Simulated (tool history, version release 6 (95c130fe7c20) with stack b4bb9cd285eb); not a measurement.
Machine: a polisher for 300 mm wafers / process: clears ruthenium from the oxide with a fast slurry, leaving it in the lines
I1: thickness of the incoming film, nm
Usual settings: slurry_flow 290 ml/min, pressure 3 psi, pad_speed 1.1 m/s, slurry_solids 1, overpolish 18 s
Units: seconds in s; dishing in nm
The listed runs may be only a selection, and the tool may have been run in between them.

{"run": 1, "day": 0.0, "slurry_flow": 290, "pressure": 3, "pad_speed": 1.1, "slurry_solids": 1, "overpolish": 18, "I1": 151.3, "seconds": 26.4, "dishing": 26.6}
{"day": 0.925, "done": "worn pad replaced by a new one"}
{"day": 2.658, "done": "slurry blender recalibrated"}
{"run": 2, "day": 2.783, "slurry_flow": 290, "pressure": 3, "pad_speed": 1.1, "slurry_solids": 1, "overpolish": 18, "I1": 149.9, "seconds": 26.4, "dishing": 27.6}
{"day": 3.596, "done": "slurry nozzle cleaned"}
{"day": 4.15, "done": "head pressure recalibrated"}
{"run": 3, "day": 5.188, "slurry_flow": 290, "pressure": 3, "pad_speed": 1.1, "slurry_solids": 1, "overpolish": 12, "I1": 148.5, "seconds": 24.1, "dishing": 25.3}
{"run": 4, "day": 6.258, "slurry_flow": 290, "pressure": 3, "pad_speed": 1.1, "slurry_solids": 1, "overpolish": 12, "I1": 150.6, "seconds": 24.4, "dishing": 26}
{"run": 5, "day": 7.742, "slurry_flow": 290, "pressure": 2.3, "pad_speed": 1.1, "slurry_solids": 1, "overpolish": 18, "I1": 147.9, "seconds": 32.3, "dishing": 25.7}
{"run": 6, "day": 9.425, "slurry_flow": 290, "pressure": 2.3, "pad_speed": 1.1, "slurry_solids": 1, "overpolish": 18, "I1": 151.3, "seconds": 32.9, "dishing": 26.9}
{"run": 7, "day": 10.633, "slurry_flow": 330, "pressure": 3, "pad_speed": 1.1, "slurry_solids": 1, "overpolish": 11, "I1": 149.1, "seconds": 24.2, "dishing": 24.2}
{"run": 8, "day": 11.954, "slurry_flow": 330, "pressure": 3, "pad_speed": 1.1, "slurry_solids": 1, "overpolish": 11, "I1": 147.7, "seconds": 23.6, "dishing": 25.2}
{"day": 13.554, "done": "worn pad replaced by a new one"}
{"run": 9, "day": 14.521, "slurry_flow": 330, "pressure": 3.8, "pad_speed": 0.82, "slurry_solids": 0.7, "overpolish": 18, "I1": 148.5, "seconds": 31.2, "dishing": 26.2}
{"day": 14.771, "done": "slurry blender recalibrated"}
{"run": 10, "day": 17.079, "slurry_flow": 370, "pressure": 3.5, "pad_speed": 0.96, "slurry_solids": 1.1, "overpolish": 18, "I1": 149.3, "seconds": 23.3, "dishing": 27.9}
{"run": 11, "day": 19.454, "slurry_flow": 330, "pressure": 3.3, "pad_speed": 0.94, "slurry_solids": 0.8, "overpolish": 18, "I1": 150.7, "seconds": 29.5, "dishing": 26.7}
{"run": 12, "day": 21.596, "slurry_flow": 290, "pressure": 3, "pad_speed": 1.28, "slurry_solids": 1, "overpolish": 18, "I1": 150.9, "seconds": 21.8, "dishing": 28.2}
{"run": 13, "day": 23.938, "slurry_flow": 290, "pressure": 3, "pad_speed": 1.1, "slurry_solids": 1, "overpolish": 18, "I1": 150, "seconds": 25.8, "dishing": 28.2}
{"run": 14, "day": 25.208, "slurry_flow": 290, "pressure": 3, "pad_speed": 1.1, "slurry_solids": 1.1, "overpolish": 15, "I1": 151.2, "seconds": 25.2, "dishing": 25.9}
{"run": 15, "day": 26.296, "slurry_flow": 195, "pressure": 3, "pad_speed": 1.1, "slurry_solids": 0.75, "overpolish": 18, "I1": 150.6, "seconds": 32.1, "dishing": 26.7}
{"day": 26.771, "done": "worn pad replaced by a new one"}
{"day": 26.883, "done": "slurry nozzle cleaned"}
{"day": 27.075, "done": "slurry blender recalibrated"}
{"run": 16, "day": 27.996, "slurry_flow": 290, "pressure": 4, "pad_speed": 1.1, "slurry_solids": 1, "overpolish": 18, "I1": 152.6, "seconds": 18.4, "dishing": 29.4}
{"run": 17, "day": 30.812, "slurry_flow": 350, "pressure": 2.5, "pad_speed": 1.1, "slurry_solids": 0.9, "overpolish": 11, "I1": 146.8, "seconds": 28.6, "dishing": 21.8}
{"day": 31.525, "done": "head pressure recalibrated"}
{"run": 18, "day": 33.529, "slurry_flow": 290, "pressure": 3, "pad_speed": 1.1, "slurry_solids": 1, "overpolish": 18, "I1": 149.6, "seconds": 24.6, "dishing": 27.3}
{"run": 19, "day": 36.292, "slurry_flow": 370, "pressure": 3, "pad_speed": 0.86, "slurry_solids": 0.85, "overpolish": 18, "I1": 151.2, "seconds": 33.6, "dishing": 25.4}
{"run": 20, "day": 37.492, "slurry_flow": 385, "pressure": 3.3, "pad_speed": 1.1, "slurry_solids": 1, "overpolish": 13, "I1": 151.4, "seconds": 22.4, "dishing": 26.1}
{"run": 21, "day": 38.783, "slurry_flow": 385, "pressure": 2.7, "pad_speed": 1.1, "slurry_solids": 0.9, "overpolish": 18, "I1": 152, "seconds": 28.5, "dishing": 27.8}
{"run": 22, "day": 39.979, "slurry_flow": 225, "pressure": 3, "pad_speed": 1.1, "slurry_solids": 1, "overpolish": 18, "I1": 151.4, "seconds": 26.1, "dishing": 26.6}
{"day": 40.225, "done": "slurry blender recalibrated"}
{"day": 41.612, "done": "worn pad replaced by a new one"}
{"run": 23, "day": 41.633, "slurry_flow": 290, "pressure": 3, "pad_speed": 1.1, "slurry_solids": 1, "overpolish": 26, "I1": 150.4, "seconds": 25.6, "dishing": 29.4}
{"run": 24, "day": 44.108, "slurry_flow": 290, "pressure": 3.7, "pad_speed": 0.72, "slurry_solids": 0.8, "overpolish": 11, "I1": 149.2, "seconds": 34.6, "dishing": 20.1}
{"run": 25, "day": 47.0, "slurry_flow": 290, "pressure": 3, "pad_speed": 1.1, "slurry_solids": 1, "overpolish": 18, "I1": 151.6, "seconds": 25.9, "dishing": 27.9}
{"run": 26, "day": 48.5, "slurry_flow": 385, "pressure": 3.3, "pad_speed": 1.1, "slurry_solids": 1, "overpolish": 18, "I1": 149.5, "seconds": 22.3, "dishing": 28.1}
{"run": 27, "day": 49.654, "slurry_flow": 290, "pressure": 3, "pad_speed": 1.1, "slurry_solids": 1, "overpolish": 18, "I1": 150.1, "seconds": 26, "dishing": 27.7}

Results for each run, recomputed without the tool's hidden state and with each run's random variation untouched:
Hidden conditions of the tool in this case: removal rate lost through wear of the pad, %; slurry flow missing at the pad, %; deviation of the head's pressure from its setpoint, %; abrasive missing from the slurry, %.
run=1 seconds=24.8 dishing=27
run=2 seconds=24.5 dishing=28
run=3 seconds=24 dishing=25.4
run=4 seconds=24.2 dishing=26.1
run=5 seconds=32 dishing=25.8
run=6 seconds=32.4 dishing=27.1
run=7 seconds=23.8 dishing=24.3
run=8 seconds=23.2 dishing=25.4
run=9 seconds=30.5 dishing=26.4
run=10 seconds=22.7 dishing=28
run=11 seconds=28.4 dishing=27
run=12 seconds=20.7 dishing=28.4
run=13 seconds=24.2 dishing=28.6
run=14 seconds=23.5 dishing=26.4
run=15 seconds=28.6 dishing=27.6
run=16 seconds=18.4 dishing=29.4
run=17 seconds=28.4 dishing=21.8
run=18 seconds=24.2 dishing=27.4
run=19 seconds=33 dishing=25.5
run=20 seconds=22 dishing=26.2
run=21 seconds=27.9 dishing=27.9
run=22 seconds=24.9 dishing=26.8
run=23 seconds=24.6 dishing=29.5
run=24 seconds=32.9 dishing=20.6
run=25 seconds=24.3 dishing=28.3
run=26 seconds=21.1 dishing=28.3
run=27 seconds=24 dishing=28.2
